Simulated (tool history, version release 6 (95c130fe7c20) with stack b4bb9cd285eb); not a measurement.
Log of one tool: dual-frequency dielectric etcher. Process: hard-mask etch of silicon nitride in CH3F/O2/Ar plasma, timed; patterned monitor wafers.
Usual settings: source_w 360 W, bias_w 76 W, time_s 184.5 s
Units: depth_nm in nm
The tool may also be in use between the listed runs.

run    hour  source_w  bias_w  time_s  wafers since the last listed run  hours since the last wet clean  hours since the last source power generator calibration  hours since the last bias power generator calibration  hours since the last upper electrode change  hours since the gauge calibration  read-back reference wafer on the same gauge, depth_nm  depth_nm
  1     0.0       400      76   184.5                                 0                           329.1                                                   2535.6                                                 4159.0                                       5711.3                              748.5                                                  138.9     122.6
  2    41.8       400      76   184.5                               408                           370.9                                                   2577.4                                                 4200.8                                       5753.1                              790.3                                                  139.0     123.1
  3    83.9       400      76   184.5                               411                           413.0                                                   2619.5                                                 4242.9                                       5795.2                              832.4                                                  139.1     120.9
  4   124.7       360      76   184.5                               398                           453.8                                                   2660.3                                                 4283.7                                       5836.0                              873.2                                                  139.0     114.8
  5   168.8       360      76   184.5                               431                           497.9                                                   2704.4                                                 4327.8                                       5880.1                              917.3                                                  138.6     114.2
      278.3  -- wet clean of the chamber
  6   364.2       300      76   184.5                              1675                            85.9                                                   2899.8                                                 4523.2                                       6075.5                             1112.7                                                  138.8     107.4
  7   390.9       360      69   184.5                               261                           112.6                                                   2926.5                                                 4549.9                                       6102.2                             1139.4                                                  139.0     113.1
  8   438.5       360      81   184.5                               465                           160.2                                                   2974.1                                                 4597.5                                       6149.8                             1187.0                                                  139.1     121.4
      492.4  -- gauge calibrated
      513.3  -- upper electrode replaced
  9   513.8       360      81   184.5                               501                           235.5                                                   3049.4                                                 4672.8                                          0.5                               21.4                                                  139.2     118.6
 10   523.2       310      69   184.5                                91                           244.9                                                   3058.8                                                 4682.2                                          9.9                               30.8                                                  139.2     103.4
 11   553.4       360      80   184.5                               295                           275.1                                                   3089.0                                                 4712.4                                         40.1                               61.0                                                  139.5     117.9
      592.5  -- source power generator calibrated
 12   598.8       360      76   184.5                               404                           320.5                                                      6.3                                                 4757.8                                         85.5                              106.4                                                  138.7     115.8
 13   650.3       360      88   184.5                               503                           372.0                                                     57.8                                                 4809.3                                        137.0                              157.9                                                  138.9     121.8
 14   700.5       390      59   131.5                               490                           422.2                                                    108.0                                                 4859.5                                        187.2                              208.1                                                  138.9      78.7
      733.8  -- bias power generator calibrated
 15   752.9       360      88   184.5                               473                           474.6                                                    160.4                                                   19.1                                        239.6                              260.5                                                  138.8     120.5
 16   783.8       420      65   184.5                               302                           505.5                                                    191.3                                                   50.0                                        270.5                              291.4                                                  138.8     116.4
      838.2  -- wet clean of the chamber
 17   838.7       360      76   184.5                               302                             0.5                                                    246.2                                                  104.9                                        325.4                              346.3                                                  138.8     118.1
 18   871.2       310      58   143.0                               317                            33.0                                                    278.7                                                  137.4                                        357.9                              378.8                                                  138.8      76.8
 19   922.0       410      61   204.5                               496                            83.8                                                    329.5                                                  188.2                                        408.7                              429.6                                                  139.2     127.3
 20   968.1       360      76   184.5                               450                           129.9                                                    375.6                                                  234.3                                        454.8                              475.7                                                  139.0     116.2
 21  1005.4       320      60   224.0                               364                           167.2                                                    412.9                                                  271.6                                        492.1                              513.0                                                  139.2     123.1
 22  1059.8       360      64   214.0                               531                           221.6                                                    467.3                                                  326.0                                        546.5                              567.4                                                  139.1     127.2

How the hidden state differs across the entries between the runs, from the last listed run before each to the first after it:
Between runs 5 and 6: wet clean of the chamber (hour 278.3)
  etch rate over this chamber's usual, %: -3.8 -> -0.299
  measured less the result without the state, depth_nm: -4.5 -> -0.4 nm
Between runs 8 and 9: gauge calibrated (hour 492.4); upper electrode replaced (hour 513.3)
  etch rate over this chamber's usual, %: -0.881 -> -1.47
  measured less the result without the state, depth_nm: -1.1 -> -1.8 nm
Between runs 11 and 12: source power generator calibrated (hour 592.5)
  etch rate over this chamber's usual, %: -1.78 -> -2.14
  measured less the result without the state, depth_nm: -2.1 -> -2.5 nm
Between runs 14 and 15: bias power generator calibrated (hour 733.8)
  etch rate over this chamber's usual, %: -2.93 -> -3.35
  measured less the result without the state, depth_nm: -2.4 -> -4.1 nm
Between runs 16 and 17: wet clean of the chamber (hour 838.2)
  etch rate over this chamber's usual, %: -3.59 -> -0.339
  measured less the result without the state, depth_nm: -4.3 -> -0.4 nm

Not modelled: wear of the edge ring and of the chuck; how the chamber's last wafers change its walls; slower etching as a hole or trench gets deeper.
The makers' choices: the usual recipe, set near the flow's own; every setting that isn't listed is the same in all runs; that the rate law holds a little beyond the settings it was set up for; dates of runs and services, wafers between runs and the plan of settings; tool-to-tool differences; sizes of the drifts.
